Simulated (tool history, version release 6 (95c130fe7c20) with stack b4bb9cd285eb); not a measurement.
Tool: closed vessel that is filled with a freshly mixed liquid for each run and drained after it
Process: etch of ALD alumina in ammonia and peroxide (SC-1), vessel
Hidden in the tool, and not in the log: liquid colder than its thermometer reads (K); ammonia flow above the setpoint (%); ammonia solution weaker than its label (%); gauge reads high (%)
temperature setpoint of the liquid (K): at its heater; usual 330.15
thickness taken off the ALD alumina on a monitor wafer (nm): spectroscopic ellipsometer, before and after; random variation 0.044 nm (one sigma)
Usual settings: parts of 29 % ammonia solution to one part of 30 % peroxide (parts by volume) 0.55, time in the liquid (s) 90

run	hour	temperature setpoint of the liquid (K)	parts of 29 % ammonia solution to one part of 30 % peroxide (parts by volume)	time in the liquid (s)	wafers since the last listed run	hours since the thermometer was replaced	hours since the ammonia flow meter was replaced	hours since the drum of ammonia solution was connected	hours since the gauge calibration	read-back film thickness of the ALD alumina reference wafer, read on the same gauge (nm)	thickness taken off the ALD alumina on a monitor wafer (nm)
1	0	330.15	0.55	90	0	667.6	615.7	835.5	467.5	60.04	4.34
2	11.2	330.15	0.55	90	1116	678.8	626.9	846.7	478.7	60.012	4.235
3	24.2	330.15	0.55	90	1296	691.8	639.9	859.7	491.7	60.009	4.243
4	40	330.15	0.55	90	1575	707.6	655.7	875.5	507.5	60.002	4.278
# hour 49.6: new drum of ammonia solution connected
# hour 79.3: gauge calibrated
5	88.6	330.15	0.55	90	4746	756.2	704.3	39	9.3	59.994	4.195
# hour 94.5: ammonia flow meter replaced
6	97.6	330.15	0.55	90	797	765.2	3.1	48	18.3	60.033	4.183
7	115.3	330.15	0.55	90	1764	782.9	20.8	65.7	36	60.026	4.233
8	128.6	324.15	0.55	45	1326	796.2	34.1	79	49.3	59.996	1.502
# hour 141.6: thermometer replaced
9	142.4	330.15	0.3	140	1276	0.8	47.9	92.8	63.1	60.034	7.01
10	157.6	330.15	0.8	140	1515	16	63.1	108	78.3	60.018	7.737
11	166.5	330.15	0.55	90	887	24.9	72	116.9	87.2	60.006	4.769
12	177.2	335.65	0.55	90	1066	35.6	82.7	127.6	97.9	60.04	6.42
13	187.3	323.15	0.4	45	1007	45.7	92.8	137.7	108	59.991	1.553
14	200.3	330.15	0.55	90	1296	58.7	105.8	150.7	121	59.987	4.796
15	215.4	322.65	0.55	40	1505	73.8	120.9	165.8	136.1	60.004	1.415
16	226.8	339.15	0.4	130	1136	85.2	132.3	177.2	147.5	60.018	10.517
17	238.2	330.15	0.55	90	1136	96.6	143.7	188.6	158.9	60.029	4.674
18	245.9	324.15	0.65	130	767	104.3	151.4	196.3	166.6	59.968	5.04
19	258.1	330.15	0.3	140	1216	116.5	163.6	208.5	178.8	59.986	6.87
20	265.9	326.65	0.55	90	777	124.3	171.4	216.3	186.6	60.016	3.871
21	277.7	330.15	0.55	90	1176	136.1	183.2	228.1	198.4	60.01	4.605
22	330.1	322.15	0.4	40	5224	188.5	235.6	280.5	250.8	59.982	1.305
23	345.3	330.15	0.55	90	1515	203.7	250.8	295.7	266	59.998	4.55
24	358.7	325.65	0.7	40	1336	217.1	264.2	309.1	279.4	60.034	1.644
25	376.5	326.65	0.8	90	1774	234.9	282	326.9	297.2	59.976	3.955
26	394	322.15	0.8	90	1744	252.4	299.5	344.4	314.7	60.01	3.044
27	406.9	330.15	0.55	90	1286	265.3	312.4	357.3	327.6	60.009	4.523
28	419.6	336.15	0.4	115	1266	278	325.1	370	340.3	60.057	7.719

Forecast each of these 5 alternatives for the next run:
A	420.3	330.15	0.55	90	69	278.7	325.8	370.7	341	?	?
B	420.3	322.15	0.3	70	69	278.7	325.8	370.7	341	?	?
C	420.3	330.15	0.55	105	69	278.7	325.8	370.7	341	?	?
D	420.3	326.15	0.55	90	69	278.7	325.8	370.7	341	?	?
E	420.3	330.15	0.55	125	69	278.7	325.8	370.7	341	?	?

run	read-back film thickness of the ALD alumina reference wafer, read on the same gauge (nm)	thickness taken off the ALD alumina on a monitor wafer (nm)
A	59.982	4.53
B	59.982	2.153
C	59.982	5.285
D	59.982	3.656
E	59.982	6.292
Without the tool's hidden state the same runs would have given:
run	thickness taken off the ALD alumina on a monitor wafer (nm)
A	4.851
B	2.315
C	5.659
D	3.922
E	6.737
